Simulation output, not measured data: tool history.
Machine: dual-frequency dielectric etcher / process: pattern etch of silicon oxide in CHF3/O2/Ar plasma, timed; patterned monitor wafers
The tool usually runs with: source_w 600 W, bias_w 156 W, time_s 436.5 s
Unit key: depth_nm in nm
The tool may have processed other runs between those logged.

run	day	source_w	bias_w	time_s	wafers since the last listed run	hours since the last wet clean	hours since the last source power generator calibration	hours since the last bias power generator calibration	hours since the last upper electrode change	hours since the gauge calibration	read-back reference wafer on the same gauge, depth_nm	depth_nm
1	0.000	530	156	436.5	0	135.0	3971.4	4443.5	3231.0	168.0	817.8	768.9
2	0.500	600	156	436.5	61	147.0	3983.4	4455.5	3243.0	180.0	817.3	811.6
3	0.846	600	156	436.5	42	155.3	3991.7	4463.8	3251.3	188.3	818.1	821.3
4	1.404	600	156	436.5	68	168.7	4005.1	4477.2	3264.7	201.7	817.1	804.9
5	1.954	600	156	436.5	67	181.9	4018.3	4490.4	3277.9	214.9	817.0	806.7
6	2.488	680	140	436.5	65	194.7	4031.1	4503.2	3290.7	227.7	816.9	820.7
7	2.800	500	156	436.5	38	202.2	4038.6	4510.7	3298.2	235.2	817.7	739.5
8	3.350	500	156	436.5	67	215.4	4051.8	4523.9	3311.4	248.4	818.5	732.4
9	4.004	600	171	436.5	80	231.1	4067.5	4539.6	3327.1	264.1	819.4	824.2
10	4.717	600	171	436.5	87	248.2	4084.6	4556.7	3344.2	281.2	818.5	820.9
# day 5.929: bias power generator calibrated
# day 6.008: upper electrode replaced
11	6.029	600	156	436.5	131	279.7	4116.1	2.4	0.5	312.7	817.2	798.0
12	6.046	600	156	436.5	2	280.1	4116.5	2.8	0.9	313.1	819.0	797.1
13	6.304	600	156	436.5	31	286.3	4122.7	9.0	7.1	319.3	816.0	786.8
14	7.042	600	183	472.5	90	304.0	4140.4	26.7	24.8	337.0	817.9	907.7
15	7.742	600	156	350.0	85	320.8	4157.2	43.5	41.6	353.8	818.0	644.1
# day 7.850: gauge calibrated
16	8.354	600	156	436.5	75	335.5	4171.9	58.2	56.3	12.1	818.5	799.1
17	8.862	550	156	403.0	62	347.7	4184.1	70.4	68.5	24.3	818.8	706.1
18	9.429	600	120	436.5	69	361.3	4197.7	84.0	82.1	37.9	816.6	729.6
# day 10.742: wet clean of the chamber
19	10.762	600	156	436.5	40	0.5	4229.7	116.0	114.1	69.9	817.2	818.8
20	10.779	600	156	436.5	2	0.9	4230.1	116.4	114.5	70.3	817.4	827.4
21	11.308	600	156	436.5	64	13.6	4242.8	129.1	127.2	83.0	818.8	824.4
# day 12.375: source power generator calibrated
22	13.362	480	156	385.5	231	62.9	23.7	178.4	176.5	132.3	817.7	638.2
23	13.892	690	137	436.5	64	75.6	36.4	191.1	189.2	145.0	816.1	828.9
24	14.617	540	128	339.5	88	93.0	53.8	208.5	206.6	162.4	818.5	563.4
25	15.283	600	156	436.5	81	109.0	69.8	224.5	222.6	178.4	819.1	803.4
26	16.129	650	144	436.5	103	129.3	90.1	244.8	242.9	198.7	818.8	821.3

Forecast each of these 3 alternatives for the next run:
A	16.150	540	156	436.5	2	129.8	90.6	245.3	243.4	199.2	?	?
B	16.150	660	166	504.0	2	129.8	90.6	245.3	243.4	199.2	?	?
C	16.150	600	144	342.0	2	129.8	90.6	245.3	243.4	199.2	?	?

run	read-back reference wafer on the same gauge, depth_nm	depth_nm
A	815.5	767.3
B	815.5	995.2
C	815.5	618.5
The same runs, with their run-to-run variation unchanged, on a tool lacking any hidden condition would have given:
run	depth_nm
A	790.9
B	1025.8
C	637.5
